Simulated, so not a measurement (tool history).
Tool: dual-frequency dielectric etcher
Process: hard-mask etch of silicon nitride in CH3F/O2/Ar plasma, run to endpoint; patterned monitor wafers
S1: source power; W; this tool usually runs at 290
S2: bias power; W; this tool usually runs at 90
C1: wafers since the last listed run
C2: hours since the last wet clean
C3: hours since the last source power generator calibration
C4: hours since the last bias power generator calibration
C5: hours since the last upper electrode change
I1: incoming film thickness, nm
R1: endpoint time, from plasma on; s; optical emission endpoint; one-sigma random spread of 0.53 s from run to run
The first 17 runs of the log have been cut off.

{"hour": 860.2, "done": "wet clean of the chamber"}
{"run": 18, "hour": 860.7, "S1": 260, "S2": 111, "C1": 323, "C2": 0.5, "C3": 521.6, "C4": 473.2, "C5": 2675.7, "I1": 51.4, "R1": 65.9}
{"run": 19, "hour": 908.5, "S1": 270, "S2": 90, "C1": 457, "C2": 48.3, "C3": 569.4, "C4": 521.0, "C5": 2723.5, "I1": 52.3, "R1": 75.9}
{"run": 20, "hour": 938.5, "S1": 320, "S2": 105, "C1": 287, "C2": 78.3, "C3": 599.4, "C4": 551.0, "C5": 2753.5, "I1": 51.9, "R1": 65.8}
{"run": 21, "hour": 999.4, "S1": 290, "S2": 90, "C1": 582, "C2": 139.2, "C3": 660.3, "C4": 611.9, "C5": 2814.4, "I1": 52.1, "R1": 73.8}
{"run": 22, "hour": 1033.1, "S1": 310, "S2": 103, "C1": 322, "C2": 172.9, "C3": 694.0, "C4": 645.6, "C5": 2848.1, "I1": 52.1, "R1": 66.3}
{"run": 23, "hour": 1067.6, "S1": 270, "S2": 96, "C1": 330, "C2": 207.4, "C3": 728.5, "C4": 680.1, "C5": 2882.6, "I1": 52.6, "R1": 73.4}
{"run": 24, "hour": 1104.6, "S1": 230, "S2": 90, "C1": 354, "C2": 244.4, "C3": 765.5, "C4": 717.1, "C5": 2919.6, "I1": 52.1, "R1": 78.7}
{"hour": 1164.1, "done": "upper electrode replaced"}
{"run": 25, "hour": 1172.4, "S1": 290, "S2": 107, "C1": 419, "C2": 312.2, "C3": 833.3, "C4": 784.9, "C5": 8.3, "I1": 51.8, "R1": 67.2}
{"run": 26, "hour": 1198.6, "S1": 260, "S2": 81, "C1": 250, "C2": 338.4, "C3": 859.5, "C4": 811.1, "C5": 34.5, "I1": 51.7, "R1": 80.1}
{"run": 27, "hour": 1249.2, "S1": 290, "S2": 90, "C1": 484, "C2": 389.0, "C3": 910.1, "C4": 861.7, "C5": 85.1, "I1": 51.5, "R1": 71.7}
{"hour": 1296.3, "done": "wet clean of the chamber"}
{"run": 28, "hour": 1296.8, "S1": 360, "S2": 109, "C1": 225, "C2": 0.5, "C3": 957.7, "C4": 909.3, "C5": 132.7, "I1": 51.8, "R1": 61.6}
{"run": 29, "hour": 1344.6, "S1": 220, "S2": 104, "C1": 457, "C2": 48.3, "C3": 1005.5, "C4": 957.1, "C5": 180.5, "I1": 51.4, "R1": 71.2}
{"run": 30, "hour": 1368.6, "S1": 290, "S2": 90, "C1": 229, "C2": 72.3, "C3": 1029.5, "C4": 981.1, "C5": 204.5, "I1": 52.2, "R1": 73.5}
{"run": 31, "hour": 1421.3, "S1": 330, "S2": 90, "C1": 504, "C2": 125.0, "C3": 1082.2, "C4": 1033.8, "C5": 257.2, "I1": 52.3, "R1": 71.9}
{"run": 32, "hour": 1488.3, "S1": 250, "S2": 103, "C1": 641, "C2": 192.0, "C3": 1149.2, "C4": 1100.8, "C5": 324.2, "I1": 52.3, "R1": 70.4}
{"run": 33, "hour": 1530.5, "S1": 290, "S2": 90, "C1": 403, "C2": 234.2, "C3": 1191.4, "C4": 1143.0, "C5": 366.4, "I1": 51.5, "R1": 72.2}
{"run": 34, "hour": 1577.6, "S1": 290, "S2": 100, "C1": 450, "C2": 281.3, "C3": 1238.5, "C4": 1190.1, "C5": 413.5, "I1": 51.6, "R1": 68.0}
{"run": 35, "hour": 1643.3, "S1": 290, "S2": 90, "C1": 628, "C2": 347.0, "C3": 1304.2, "C4": 1255.8, "C5": 479.2, "I1": 51.3, "R1": 71.4}

Each row is a separate what-if for the run after 35, all from the same tool condition, not one after another. Results?
{"run": "A", "hour": 1643.7, "S1": 290, "S2": 90, "C1": 3, "C2": 347.4, "C3": 1304.6, "C4": 1256.2, "C5": 479.6, "I1": 51.6, "R1": "?"}
{"run": "B", "hour": 1643.7, "S1": 290, "S2": 75, "C1": 3, "C2": 347.4, "C3": 1304.6, "C4": 1256.2, "C5": 479.6, "I1": 51.6, "R1": "?"}
{"run": "C", "hour": 1643.7, "S1": 290, "S2": 79, "C1": 3, "C2": 347.4, "C3": 1304.6, "C4": 1256.2, "C5": 479.6, "I1": 51.6, "R1": "?"}
{"run": "D", "hour": 1643.7, "S1": 290, "S2": 105, "C1": 3, "C2": 347.4, "C3": 1304.6, "C4": 1256.2, "C5": 479.6, "I1": 51.6, "R1": "?"}

run=A R1=72.1
run=B R1=80.6
run=C R1=78.0
run=D R1=65.9
With no hidden state in the tool, these same runs would have given:
run=A R1=73.4
run=B R1=82.0
run=C R1=79.4
run=D R1=67.2
